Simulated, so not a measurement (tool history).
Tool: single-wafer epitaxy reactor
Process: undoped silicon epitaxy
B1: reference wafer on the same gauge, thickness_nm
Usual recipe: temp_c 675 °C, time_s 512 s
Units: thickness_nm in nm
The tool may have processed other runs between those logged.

{"run": 1, "hour": 0.0, "temp_c": 675, "time_s": 512, "B1": 148.061, "thickness_nm": 131.135}
{"run": 2, "hour": 17.9, "temp_c": 675, "time_s": 512, "B1": 147.904, "thickness_nm": 130.979}
{"run": 3, "hour": 24.0, "temp_c": 675, "time_s": 512, "B1": 148.516, "thickness_nm": 130.672}
{"run": 4, "hour": 36.8, "temp_c": 675, "time_s": 540, "B1": 147.77, "thickness_nm": 138.675}
{"run": 5, "hour": 49.4, "temp_c": 675, "time_s": 540, "B1": 148.252, "thickness_nm": 139.282}
{"run": 6, "hour": 59.6, "temp_c": 663, "time_s": 512, "B1": 147.772, "thickness_nm": 104.731}
{"hour": 71.6, "done": "gauge calibrated"}
{"run": 7, "hour": 72.8, "temp_c": 675, "time_s": 512, "B1": 148.118, "thickness_nm": 131.486}
{"run": 8, "hour": 85.1, "temp_c": 675, "time_s": 512, "B1": 148.516, "thickness_nm": 131.519}
{"run": 9, "hour": 99.6, "temp_c": 675, "time_s": 512, "B1": 148.447, "thickness_nm": 131.209}
{"run": 10, "hour": 107.8, "temp_c": 675, "time_s": 512, "B1": 148.022, "thickness_nm": 129.096}
{"run": 11, "hour": 119.3, "temp_c": 675, "time_s": 512, "B1": 147.964, "thickness_nm": 131.279}
{"run": 12, "hour": 133.7, "temp_c": 684, "time_s": 449, "B1": 148.376, "thickness_nm": 135.22}
{"run": 13, "hour": 149.8, "temp_c": 684, "time_s": 449, "B1": 148.006, "thickness_nm": 134.954}
{"run": 14, "hour": 163.0, "temp_c": 671, "time_s": 512, "B1": 148.118, "thickness_nm": 119.852}
{"run": 15, "hour": 180.1, "temp_c": 671, "time_s": 512, "B1": 148.069, "thickness_nm": 119.68}
{"run": 16, "hour": 195.5, "temp_c": 681, "time_s": 557, "B1": 148.176, "thickness_nm": 157.851}
{"run": 17, "hour": 212.8, "temp_c": 666, "time_s": 512, "B1": 148.427, "thickness_nm": 108.933}
{"run": 18, "hour": 227.6, "temp_c": 686, "time_s": 453, "B1": 147.744, "thickness_nm": 139.188}
{"run": 19, "hour": 242.8, "temp_c": 663, "time_s": 601, "B1": 147.96, "thickness_nm": 120.664}
{"run": 20, "hour": 252.7, "temp_c": 675, "time_s": 555, "B1": 147.573, "thickness_nm": 139.377}
{"hour": 265.2, "done": "pyrometer calibrated"}
{"run": 21, "hour": 265.7, "temp_c": 669, "time_s": 613, "B1": 148.25, "thickness_nm": 130.389}
{"run": 22, "hour": 278.2, "temp_c": 663, "time_s": 607, "B1": 148.168, "thickness_nm": 113.303}
{"run": 23, "hour": 289.1, "temp_c": 665, "time_s": 472, "B1": 147.716, "thickness_nm": 92.175}
{"hour": 299.9, "done": "gauge calibrated"}
{"run": 24, "hour": 323.4, "temp_c": 666, "time_s": 543, "B1": 148.001, "thickness_nm": 107.89}
{"run": 25, "hour": 332.6, "temp_c": 675, "time_s": 540, "B1": 147.799, "thickness_nm": 128.497}
{"hour": 347.0, "done": "pyrometer calibrated, repeated, since the last time left the tool worse"}
{"run": 26, "hour": 347.5, "temp_c": 668, "time_s": 557, "B1": 148.052, "thickness_nm": 133.099}
{"run": 27, "hour": 360.6, "temp_c": 684, "time_s": 599, "B1": 147.727, "thickness_nm": 195.179}
{"run": 28, "hour": 375.5, "temp_c": 675, "time_s": 512, "B1": 147.908, "thickness_nm": 139.921}
{"run": 29, "hour": 390.3, "temp_c": 675, "time_s": 512, "B1": 148.099, "thickness_nm": 139.958}
{"run": 30, "hour": 403.3, "temp_c": 666, "time_s": 466, "B1": 148.001, "thickness_nm": 107.494}

For each run, what was the tool's unlogged condition?
gauge reads high (%): 0 across all the runs
H1: wafer temperature above the value expected at the setpoint (K)
run=1 H1=-3.5
run=2 H1=-3.57
run=3 H1=-3.6
run=4 H1=-3.65
run=5 H1=-3.7
run=6 H1=-3.75
run=7 H1=-3.8
run=8 H1=-3.85
run=9 H1=-3.92
run=10 H1=-3.95
run=11 H1=-4
run=12 H1=-4.06
run=13 H1=-4.13
run=14 H1=-4.19
run=15 H1=-4.27
run=16 H1=-4.34
run=17 H1=-4.42
run=18 H1=-4.49
run=19 H1=-4.56
run=20 H1=-4.6
run=21 H1=-7.79
run=22 H1=-7.79
run=23 H1=-7.79
run=24 H1=-7.8
run=25 H1=-7.8
run=26 H1=-0.224
run=27 H1=-0.224
run=28 H1=-0.225
run=29 H1=-0.226
run=30 H1=-0.227
